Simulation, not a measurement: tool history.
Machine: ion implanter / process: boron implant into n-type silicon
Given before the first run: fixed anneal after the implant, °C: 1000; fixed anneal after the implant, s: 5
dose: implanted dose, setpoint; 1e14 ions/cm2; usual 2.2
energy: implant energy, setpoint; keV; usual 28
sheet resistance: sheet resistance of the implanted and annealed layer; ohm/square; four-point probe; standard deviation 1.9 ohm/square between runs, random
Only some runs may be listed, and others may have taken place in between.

run,hour,dose,energy,wafers since the last listed run,hours since the last dose calibration,hours since the extraction supply was calibrated,hours since the gauge calibration,"read-back reference wafer on the same gauge, sheet resistance",sheet resistance
1,0,2.2,28,0,952.9,3744.8,1841.7,362.13,418.34
2,46.2,2.2,33.5,788,999.1,3791,1887.9,362.52,408.25
3,102.4,2.2,28,959,1055.3,3847.2,1944.1,362.65,417.94
4,141.5,2.2,28,667,1094.4,3886.3,1983.2,361.6,416.7
5,219.2,1.72,28,1326,1172.1,3964,2060.9,361.97,498.1
6,319.4,1.72,28,1710,1272.3,4064.2,2161.1,361.16,500.3
7,416.9,1.72,28,1664,1369.8,4161.7,2258.6,361.75,502.69
# hour 543.5: Faraday cup replaced and dose calibrated
8,577.1,2.2,28,2598,33.6,4321.9,2418.8,360.51,415.24
9,659.9,2.2,28,1413,116.4,4404.7,2501.6,361.04,414.36
10,705.2,2.2,28,773,161.7,4450,2546.9,360.35,417.43
11,804.5,2.2,28,1695,261,4549.3,2646.2,360.1,415.93
12,856.9,2.2,28,894,313.4,4601.7,2698.6,360.43,413.75
13,931.5,2.2,25,1273,388,4676.3,2773.2,359.93,422.18
14,993.2,1.67,37,1053,449.7,4738,2834.9,359.69,489.75
15,1037,2.2,37.5,747,493.5,4781.8,2878.7,359.92,400.68
16,1111.1,2.2,28,1265,567.6,4855.9,2952.8,358.57,416.16
17,1168.2,2.2,28,974,624.7,4913,3009.9,358.95,414.24
18,1241.7,2.2,28,1254,698.2,4986.5,3083.4,358.97,415.23
# hour 1434.2: extraction supply calibrated
19,1472.2,2.2,28,3798,928.7,38,3313.9,358.1,414.62
20,1556.4,2.03,30.5,1437,1012.9,122.2,3398.1,359.03,434.74
21,1624.3,2.2,18.5,1159,1080.8,190.1,3466,358.1,436.64
22,1675.7,1.66,19.5,877,1132.2,241.5,3517.4,358.08,537.49
23,1747.3,1.76,22,1222,1203.8,313.1,3589,357.69,502.07
# hour 1763.2: gauge calibrated
24,1837.1,2.2,28,1533,1293.6,402.9,73.9,366.53,419.16
25,1891.4,1.66,28,927,1347.9,457.2,128.2,365.31,522.04
26,1947.7,1.62,21.5,961,1404.2,513.5,184.5,365.5,555.37
27,2005.1,2.2,36,979,1461.6,570.9,241.9,366.26,408.97
28,2041.2,1.63,28,616,1497.7,607,278,365.82,525.03
# hour 2085.2: Faraday cup replaced and dose calibrated
29,2273.5,2.41,24,3829,188.3,839.3,510.3,364.49,399.82
30,2378.7,2.2,31,1795,293.5,944.5,615.5,365.11,415.42
31,2518,2.2,28,2378,432.8,1083.8,754.8,364.17,420.69
32,2671.7,2.46,31,2623,586.5,1237.5,908.5,364,383.4
33,2715.1,1.98,23.5,740,629.9,1280.9,951.9,364.29,463.34
34,2843.9,1.66,22.5,2198,758.7,1409.7,1080.7,363.62,535.46
35,2927,2.64,28,1418,841.8,1492.8,1163.8,363.59,364.1
36,3029.2,2.2,28,1744,944,1595,1266,362.54,419.95
37,3095.2,2.61,31,1126,1010,1661,1332,362.68,365.57

4 options for the next run, each taken on its own from the tool as it stands now. Forecast them:
A,3095.6,2.44,28,6,1010.4,1661.4,1332.4,?,?
B,3095.6,1.59,35.5,6,1010.4,1661.4,1332.4,?,?
C,3095.6,2.4,21.5,6,1010.4,1661.4,1332.4,?,?
D,3095.6,2.8,37,6,1010.4,1661.4,1332.4,?,?

run,"read-back reference wafer on the same gauge, sheet resistance",sheet resistance
A,362.8,386.36
B,362.8,511.13
C,362.8,402.73
D,362.8,338.45
Without the tool's hidden state the same runs would have given:
run,sheet resistance
A,390.88
B,517.11
C,407.44
D,342.41
